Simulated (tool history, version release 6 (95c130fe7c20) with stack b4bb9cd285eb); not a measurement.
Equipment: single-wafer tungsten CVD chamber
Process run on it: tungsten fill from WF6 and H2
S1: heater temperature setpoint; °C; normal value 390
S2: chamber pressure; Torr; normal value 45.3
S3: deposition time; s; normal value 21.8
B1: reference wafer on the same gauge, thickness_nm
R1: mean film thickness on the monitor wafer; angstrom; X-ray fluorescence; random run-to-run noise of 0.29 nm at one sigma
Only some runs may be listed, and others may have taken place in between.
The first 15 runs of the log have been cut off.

Run 16, hour 351: usual settings but S1 401 °C, S3 23.1 s; B1 77.47. Result: R1 853.06 angstrom.
Run 17, hour 421.7: usual settings but S1 386 °C, S2 41.4 Torr, S3 24.2 s; B1 77.489. Result: R1 670.05 angstrom.
Run 18, hour 451.6: usual settings but S1 405 °C; B1 77.456. Result: R1 860.73 angstrom.
At hour 473.3: gauge calibrated.
Run 19, hour 527.9: usual settings but S1 398 °C, S2 49.4 Torr, S3 20.3 s; B1 76.336. Result: R1 719.57 angstrom.
Run 20, hour 546.6: usual settings but S2 53.6 Torr, S3 24.6 s; B1 76.504. Result: R1 784.54 angstrom.
Run 21, hour 560.8: usual settings but S2 49.6 Torr, S3 17.5 s; B1 76.382. Result: R1 542.14 angstrom.
Run 22, hour 594.6: usual settings; B1 76.579. Result: R1 657.5 angstrom.
Run 23, hour 628.9: usual settings; B1 76.62. Result: R1 663.21 angstrom.
Run 24, hour 648.9: usual settings; B1 76.755. Result: R1 661.51 angstrom.
Run 25, hour 671.1: usual settings but S1 401 °C, S3 23.1 s; B1 76.78. Result: R1 841.74 angstrom.
Run 26, hour 699.3: usual settings but S1 381 °C, S2 48.3 Torr, S3 17.5 s; B1 76.931. Result: R1 466.03 angstrom.
Run 27, hour 724.7: usual settings but S1 378 °C; B1 77.028. Result: R1 538.48 angstrom.
Run 28, hour 738.6: usual settings but S1 398 °C, S2 49.6 Torr, S3 19.6 s; B1 76.922. Result: R1 699.12 angstrom.
Run 29, hour 772.6: usual settings but S1 386 °C, S2 38.1 Torr, S3 20 s; B1 77.046. Result: R1 536.01 angstrom.
Run 30, hour 794.2: usual settings but S1 395 °C, S2 40.5 Torr, S3 19.7 s; B1 77.079. Result: R1 627.72 angstrom.
Run 31, hour 826.8: usual settings; B1 77.128. Result: R1 670.84 angstrom.
Run 32, hour 846.1: usual settings but S2 49.6 Torr, S3 17.5 s; B1 77.09. Result: R1 550.34 angstrom.
Run 33, hour 859: usual settings but S1 397 °C; B1 77.233. Result: R1 748.36 angstrom.

Predict each of these 5 candidate next runs independently; none follows another, all start after run 33:
Run A, hour 859.4: usual settings; B1 ?. Result: R1 ?.
Run B, hour 859.4: usual settings but S2 42.4 Torr; B1 ?. Result: R1 ?.
Run C, hour 859.4: usual settings but S1 404 °C, S2 52.5 Torr; B1 ?. Result: R1 ?.
Run D, hour 859.4: usual settings but S1 377 °C, S2 54.9 Torr, S3 19.2 s; B1 ?. Result: R1 ?.
Run E, hour 859.4: usual settings but S1 402 °C, S2 53.3 Torr, S3 23.6 s; B1 ?. Result: R1 ?.

run      B1      R1
  A  77.187  666.19
  B  77.187  652.69
  C  77.187  878.47
  D  77.187  496.65
  E  77.187  926.58
What these runs would have given with no unlogged condition in the tool:
run      R1
  A  657.72
  B  644.39
  C   867.3
  D  490.34
  E   914.8

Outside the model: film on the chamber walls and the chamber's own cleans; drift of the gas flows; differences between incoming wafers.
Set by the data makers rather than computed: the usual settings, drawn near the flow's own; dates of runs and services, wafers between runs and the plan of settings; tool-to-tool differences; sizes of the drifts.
